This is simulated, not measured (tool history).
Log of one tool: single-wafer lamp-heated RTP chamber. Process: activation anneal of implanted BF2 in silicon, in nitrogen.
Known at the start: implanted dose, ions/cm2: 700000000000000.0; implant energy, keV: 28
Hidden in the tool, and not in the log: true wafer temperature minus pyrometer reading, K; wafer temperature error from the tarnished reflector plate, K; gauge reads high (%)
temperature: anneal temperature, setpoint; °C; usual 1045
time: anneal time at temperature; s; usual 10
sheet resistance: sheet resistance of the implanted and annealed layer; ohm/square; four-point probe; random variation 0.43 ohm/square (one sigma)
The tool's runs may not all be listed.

run,hour,temperature,time,wafers since the last listed run,wafers since the last pyrometer calibration,wafers since the reflector plate was cleaned,hours since the gauge calibration,"read-back reference wafer on the same gauge, sheet resistance",sheet resistance
1,0,1023,14,0,5976,265,86,171.8,193.1
2,97,1023,14,1232,7208,1497,183,172.11,192.11
# hour 136.7: pyrometer window cleaned and pyrometer calibrated
3,144.1,1023,14,496,94,1994,230.1,172.11,191.7
4,191.9,1045,10,607,701,2601,277.9,171.94,187.66
# hour 228.1: reflector plate cleaned
5,258.1,1045,10,739,1441,380,344.1,172.21,189.33
6,363.9,1045,10,1344,2785,1724,449.9,172.09,188.73
# hour 445.5: reflector plate cleaned
7,451.2,1045,12,1007,3792,72,537.2,171.98,188
8,494.9,1045,12,555,4347,627,580.9,171.82,187.9
9,589,1062,7,1195,5543,1823,675,172.08,187.42
# hour 658: pyrometer window cleaned and pyrometer calibrated
10,683.3,1019,13,1096,321,2919,769.3,172.04,193.07
# hour 702.7: reflector plate cleaned
11,749.3,1071,8,736,1058,591,835.3,171.96,185.36
# hour 782.8: gauge calibrated
12,840,1045,10,1152,2210,1743,57.2,171.84,189.02
13,936.8,1031,15,1229,3440,2973,154,171.87,187.63
# hour 957.8: reflector plate cleaned
14,998.8,1031,10,685,4126,521,216,171.91,193.47
15,1088.1,1016,10,1134,5260,1655,305.3,171.82,197.6

Forecast run 16:
16,1189.4,1071,13,1286,6547,2942,406.6,?,?

{"run 16": {"read-back reference wafer on the same gauge, sheet resistance": 171.95, "sheet resistance": 181}}
Without the tool's hidden state the same run would have given sheet resistance 182.24 ohm/square.
